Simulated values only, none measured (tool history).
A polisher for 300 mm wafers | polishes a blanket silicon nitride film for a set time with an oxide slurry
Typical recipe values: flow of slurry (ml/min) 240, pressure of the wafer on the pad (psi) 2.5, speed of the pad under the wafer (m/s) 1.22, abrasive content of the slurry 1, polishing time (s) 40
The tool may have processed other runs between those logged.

| run | hour | flow of slurry (ml/min) | pressure of the wafer on the pad (psi) | speed of the pad under the wafer (m/s) | abrasive content of the slurry | polishing time (s) | wafers since the last listed run | wafers polished on this pad | hours since the slurry nozzle was cleaned | hours since the head pressure was calibrated | hours since the slurry blender was calibrated | hours since the conditioning disc was replaced | incoming thickness of the incoming film, nm | film removed (Å) |
|---|---|---|---|---|---|---|---|---|---|---|---|---|---|---|
| 1 | 0 | 240 | 2.5 | 1.22 | 1 | 40 | 0 | 1652 | 230.6 | 108.7 | 368.5 | 477.7 | 391.5 | 242 |
|  | 38.3 | conditioning disc replaced and pad reconditioned |
| 2 | 55.4 | 240 | 2.5 | 1.22 | 1 | 40 | 404 | 2056 | 286 | 164.1 | 423.9 | 17.1 | 391.4 | 248 |
|  | 82.4 | slurry blender recalibrated |
| 3 | 109.3 | 240 | 2.5 | 1.22 | 1 | 40 | 393 | 2449 | 339.9 | 218 | 26.9 | 71 | 388.6 | 245 |
| 4 | 144.2 | 240 | 2.5 | 1.22 | 1 | 40 | 264 | 2713 | 374.8 | 252.9 | 61.8 | 105.9 | 390.1 | 251 |
|  | 184.8 | slurry nozzle cleaned |
|  | 206.4 | worn pad replaced by a new one |
| 5 | 214.9 | 240 | 2.5 | 1.22 | 1 | 40 | 497 | 64 | 30.1 | 323.6 | 132.5 | 176.6 | 392.3 | 250 |
| 6 | 263.9 | 240 | 2.5 | 1.22 | 1 | 40 | 371 | 435 | 79.1 | 372.6 | 181.5 | 225.6 | 383.4 | 253 |
| 7 | 328 | 240 | 2.5 | 1.22 | 1 | 50 | 485 | 921 | 143.2 | 436.7 | 245.6 | 289.7 | 389.9 | 308 |
| 8 | 395.2 | 240 | 1.7 | 1.22 | 1 | 49 | 508 | 1429 | 210.4 | 503.9 | 312.8 | 356.9 | 391.6 | 220 |
| 9 | 461.1 | 240 | 2.5 | 1.22 | 1.1 | 40 | 499 | 1928 | 276.3 | 569.8 | 378.7 | 422.8 | 390.2 | 258 |
| 10 | 524.3 | 240 | 2.8 | 1.22 | 1 | 40 | 478 | 2407 | 339.5 | 633 | 441.9 | 486 | 395.7 | 273 |
|  | 526.6 | conditioning disc replaced and pad reconditioned |
|  | 562.3 | slurry blender recalibrated |
| 11 | 562.8 | 240 | 2.5 | 1.1 | 1 | 53 | 261 | 2668 | 378 | 671.5 | 0.5 | 36.2 | 396.2 | 300 |
|  | 594.2 | worn pad replaced by a new one |
| 12 | 660.8 | 270 | 3.1 | 1.22 | 1.2 | 40 | 711 | 504 | 476 | 769.5 | 98.5 | 134.2 | 390.8 | 329 |
|  | 671.2 | slurry nozzle cleaned |
| 13 | 761.6 | 240 | 3.1 | 1.48 | 1 | 28 | 755 | 1259 | 90.4 | 870.3 | 199.3 | 235 | 389.9 | 246 |
| 14 | 808.6 | 205 | 2.5 | 1.04 | 0.9 | 40 | 355 | 1615 | 137.4 | 917.3 | 246.3 | 282 | 387.9 | 208 |
| 15 | 864.3 | 240 | 2.5 | 1.1 | 1 | 40 | 421 | 2037 | 193.1 | 973 | 302 | 337.7 | 382.9 | 236 |
| 16 | 921.8 | 240 | 2.5 | 1.22 | 1 | 40 | 435 | 2473 | 250.6 | 1030.5 | 359.5 | 395.2 | 389.5 | 249 |
|  | 941.2 | conditioning disc replaced and pad reconditioned |
| 17 | 951 | 240 | 2.5 | 0.86 | 1 | 40 | 205 | 2679 | 279.8 | 1059.7 | 388.7 | 9.8 | 387.5 | 189 |
|  | 962.7 | worn pad replaced by a new one |
| 18 | 1004.2 | 240 | 2 | 1.22 | 0.8 | 40 | 372 | 314 | 333 | 1112.9 | 441.9 | 63 | 391.3 | 195 |
|  | 1030.8 | slurry blender recalibrated |
| 19 | 1051.7 | 240 | 2.5 | 1.22 | 1 | 40 | 344 | 658 | 380.5 | 1160.4 | 20.9 | 110.5 | 398 | 254 |
| 20 | 1109.6 | 240 | 2.5 | 0.9 | 1 | 40 | 438 | 1097 | 438.4 | 1218.3 | 78.8 | 168.4 | 391 | 202 |
|  | 1135.8 | slurry nozzle cleaned |
| 21 | 1181.4 | 240 | 2.5 | 1.1 | 1 | 53 | 536 | 1633 | 45.6 | 1290.1 | 150.6 | 240.2 | 394.6 | 316 |
| 22 | 1247.1 | 240 | 3.3 | 1.38 | 0.8 | 40 | 497 | 2131 | 111.3 | 1355.8 | 216.3 | 305.9 | 388.6 | 326 |
| 23 | 1275.5 | 290 | 2.5 | 1.06 | 0.85 | 36 | 215 | 2346 | 139.7 | 1384.2 | 244.7 | 334.3 | 391.1 | 197 |
|  | 1289.6 | head pressure recalibrated |
| 24 | 1313 | 270 | 3.1 | 1.22 | 0.75 | 40 | 268 | 2615 | 177.2 | 23.4 | 282.2 | 371.8 | 390.9 | 262 |

Here are 5 independent what-if runs from the current tool condition. What would each one return?
| A | 1313.4 | 240 | 2.5 | 1.22 | 1 | 40 | 3 | 2618 | 177.6 | 23.8 | 282.6 | 372.2 | 389 | ? |
| B | 1313.4 | 210 | 2.8 | 1.02 | 1 | 33 | 3 | 2618 | 177.6 | 23.8 | 282.6 | 372.2 | 389 | ? |
| C | 1313.4 | 240 | 3.1 | 1.22 | 1 | 40 | 3 | 2618 | 177.6 | 23.8 | 282.6 | 372.2 | 389 | ? |
| D | 1313.4 | 300 | 1.7 | 1.6 | 1.15 | 40 | 3 | 2618 | 177.6 | 23.8 | 282.6 | 372.2 | 389 | ? |
| E | 1313.4 | 195 | 2.5 | 1.22 | 1 | 26 | 3 | 2618 | 177.6 | 23.8 | 282.6 | 372.2 | 389 | ? |

| run | film removed (Å) |
|---|---|
| A | 242 |
| B | 188 |
| C | 292 |
| D | 237 |
| E | 154 |
With the hidden condition removed and each run's random variation left untouched, the same runs would have given:
| run | film removed (Å) |
|---|---|
| A | 242 |
| B | 188 |
| C | 291 |
| D | 236 |
| E | 153 |
